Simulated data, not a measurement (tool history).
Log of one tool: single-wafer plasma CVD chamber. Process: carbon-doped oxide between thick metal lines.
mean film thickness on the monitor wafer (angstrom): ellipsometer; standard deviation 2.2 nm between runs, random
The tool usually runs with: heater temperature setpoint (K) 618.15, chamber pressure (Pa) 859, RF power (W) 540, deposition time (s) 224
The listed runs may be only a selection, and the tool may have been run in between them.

run	hour	heater temperature setpoint (K)	chamber pressure (Pa)	RF power (W)	deposition time (s)	wafers since the last listed run	hours since the last thermocouple change	hours since the last RF generator calibration	hours since the last manometer calibration	hours since the showerhead was replaced	hours since the gauge calibration	read-back reference wafer on the same gauge, thickness_nm	mean film thickness on the monitor wafer (angstrom)
1	0	618.15	859	540	224	0	2349.2	1820.5	757.4	7816.7	125.1	1170.108	11744.63
2	9.7	618.15	859	540	224	94	2358.9	1830.2	767.1	7826.4	134.8	1169.855	11765.77
3	27.6	618.15	783	540	224	173	2376.8	1848.1	785	7844.3	152.7	1169.481	11603.9
4	42.1	618.15	783	540	224	140	2391.3	1862.6	799.5	7858.8	167.2	1170.243	11597.75
5	48.2	618.15	783	540	224	59	2397.4	1868.7	805.6	7864.9	173.3	1170.364	11583.66
6	61.5	618.15	859	540	224	129	2410.7	1882	818.9	7878.2	186.6	1170.199	11710.62
7	74.7	618.15	859	540	224	128	2423.9	1895.2	832.1	7891.4	199.8	1169.712	11708.73
# hour 89.8: thermocouple changed; heater temperature recalibrated
8	90.3	618.15	859	540	224	73	0.5	1910.8	847.7	7907	215.4	1169.707	11669.99
9	95.2	618.15	859	540	224	47	5.4	1915.7	852.6	7911.9	220.3	1169.745	11690.38
# hour 113.8: showerhead replaced
# hour 118.1: capacitance manometer re-zeroed and calibrated
10	121.2	609.15	859	540	236	133	31.4	1941.7	3.1	7.4	246.3	1169.916	12599.72
# hour 134.9: RF generator calibrated
11	139.1	618.15	1028	540	224	96	49.3	4.2	21	25.3	264.2	1170.014	12576.03
12	148.4	618.15	859	540	224	90	58.6	13.5	30.3	34.6	273.5	1169.62	12441.27
# hour 149.8: gauge calibrated
13	165.1	611.15	859	540	224	162	75.3	30.2	47	51.3	15.3	1169.98	12594.13
14	177.7	618.15	859	540	224	122	87.9	42.8	59.6	63.9	27.9	1169.962	12377.83
15	188.2	606.15	859	490	224	101	98.4	53.3	70.1	74.4	38.4	1170.105	11861.23
16	226.1	613.15	749	540	224	367	136.3	91.2	108	112.3	76.3	1170.076	12369.73
17	242.4	628.15	648	435	247	158	152.6	107.5	124.3	128.6	92.6	1170.041	10838.61
18	255.4	618.15	859	540	224	126	165.6	120.5	137.3	141.6	105.6	1170.326	12390.51
19	271.9	618.15	679	540	261	160	182.1	137	153.8	158.1	122.1	1170.056	14022.96
20	285.1	618.15	748	540	224	128	195.3	150.2	167	171.3	135.3	1170.346	12181.94

3 ways to go on from here, each from the tool as it stands after run 20. What would each give?
A	285.6	618.15	859	580	224	4	195.8	150.7	167.5	171.8	135.8	?	?
B	285.6	627.15	859	450	224	4	195.8	150.7	167.5	171.8	135.8	?	?
C	285.6	605.15	859	540	224	4	195.8	150.7	167.5	171.8	135.8	?	?

run	read-back reference wafer on the same gauge, thickness_nm	mean film thickness on the monitor wafer (angstrom)
A	1169.917	13032.67
B	1169.917	10490.89
C	1169.917	12794.27
The same runs, with their run-to-run variation unchanged, on a tool lacking any hidden condition would have given:
run	mean film thickness on the monitor wafer (angstrom)
A	13121.41
B	10578.39
C	12884.19
